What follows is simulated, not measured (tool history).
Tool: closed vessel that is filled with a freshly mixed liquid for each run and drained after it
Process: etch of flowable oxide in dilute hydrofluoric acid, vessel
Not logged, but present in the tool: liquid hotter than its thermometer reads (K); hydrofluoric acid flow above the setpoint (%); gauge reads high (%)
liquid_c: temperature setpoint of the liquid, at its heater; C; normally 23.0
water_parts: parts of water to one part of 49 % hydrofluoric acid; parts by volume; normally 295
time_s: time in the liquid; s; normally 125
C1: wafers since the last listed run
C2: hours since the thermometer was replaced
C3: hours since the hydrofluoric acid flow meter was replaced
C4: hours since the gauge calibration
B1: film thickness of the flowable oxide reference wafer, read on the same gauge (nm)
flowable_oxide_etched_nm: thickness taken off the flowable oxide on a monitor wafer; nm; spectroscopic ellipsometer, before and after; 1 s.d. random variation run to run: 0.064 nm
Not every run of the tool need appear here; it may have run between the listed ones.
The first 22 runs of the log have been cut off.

Run 23, day 65.208: usual settings but liquid_c 21.5 C, water_parts 355 parts by volume; C1 9547; C2 358.6; C3 994.5; C4 1461.7; B1 80.03. Result: flowable_oxide_etched_nm 5.18 nm.
Run 24, day 66.938: usual settings; C1 4034; C2 400.1; C3 1036.0; C4 1503.2; B1 80.00. Result: flowable_oxide_etched_nm 7.03 nm.
Run 25, day 71.362: usual settings but liquid_c 24.5 C, water_parts 240 parts by volume, time_s 75 s; C1 10324; C2 506.3; C3 1142.2; C4 1609.4; B1 80.00. Result: flowable_oxide_etched_nm 5.71 nm.
Run 26, day 73.392: usual settings but liquid_c 28.0 C, water_parts 190 parts by volume, time_s 195 s; C1 4734; C2 555.0; C3 1190.9; C4 1658.1; B1 80.00. Result: flowable_oxide_etched_nm 22.82 nm.
Run 27, day 75.775: usual settings; C1 5561; C2 612.2; C3 1248.1; C4 1715.3; B1 80.02. Result: flowable_oxide_etched_nm 7.12 nm.
Run 28, day 78.529: usual settings but time_s 165 s; C1 6426; C2 678.3; C3 1314.2; C4 1781.4; B1 80.00. Result: flowable_oxide_etched_nm 9.32 nm.
At day 81.788: gauge calibrated.
Run 29, day 82.200: usual settings but liquid_c 20.0 C; C1 8565; C2 766.4; C3 1402.3; C4 9.9; B1 79.99. Result: flowable_oxide_etched_nm 6.36 nm.
Run 30, day 84.250: usual settings but liquid_c 18.5 C, water_parts 335 parts by volume, time_s 185 s; C1 4783; C2 815.6; C3 1451.5; C4 59.1; B1 80.02. Result: flowable_oxide_etched_nm 7.53 nm.
Run 31, day 86.154: usual settings; C1 4443; C2 861.3; C3 1497.2; C4 104.8; B1 80.04. Result: flowable_oxide_etched_nm 7.01 nm.
Run 32, day 93.283: usual settings but water_parts 180 parts by volume, time_s 150 s; C1 16634; C2 1032.4; C3 1668.3; C4 275.9; B1 79.99. Result: flowable_oxide_etched_nm 15.63 nm.
Run 33, day 96.317: usual settings but liquid_c 20.0 C, water_parts 210 parts by volume, time_s 175 s; C1 7077; C2 1105.2; C3 1741.1; C4 348.7; B1 79.97. Result: flowable_oxide_etched_nm 13.74 nm.

Predict each of these 4 candidate next runs independently; none follows another, all start after run 33:
Run A, day 96.346: usual settings; C1 68; C2 1105.9; C3 1741.8; C4 349.4; B1 ?. Result: flowable_oxide_etched_nm ?.
Run B, day 96.346: usual settings but liquid_c 18.0 C, water_parts 230 parts by volume, time_s 65 s; C1 68; C2 1105.9; C3 1741.8; C4 349.4; B1 ?. Result: flowable_oxide_etched_nm ?.
Run C, day 96.346: usual settings but liquid_c 25.5 C, time_s 60 s; C1 68; C2 1105.9; C3 1741.8; C4 349.4; B1 ?. Result: flowable_oxide_etched_nm ?.
Run D, day 96.346: usual settings but water_parts 235 parts by volume; C1 68; C2 1105.9; C3 1741.8; C4 349.4; B1 ?. Result: flowable_oxide_etched_nm ?.

run     B1  flowable_oxide_etched_nm
  A  79.95                      7.05
  B  79.95                      4.15
  C  79.95                      3.69
  D  79.95                      9.39
What these runs would have given with no unlogged condition in the tool:
run  flowable_oxide_etched_nm
  A                      7.05
  B                      4.15
  C                      3.69
  D                      9.39
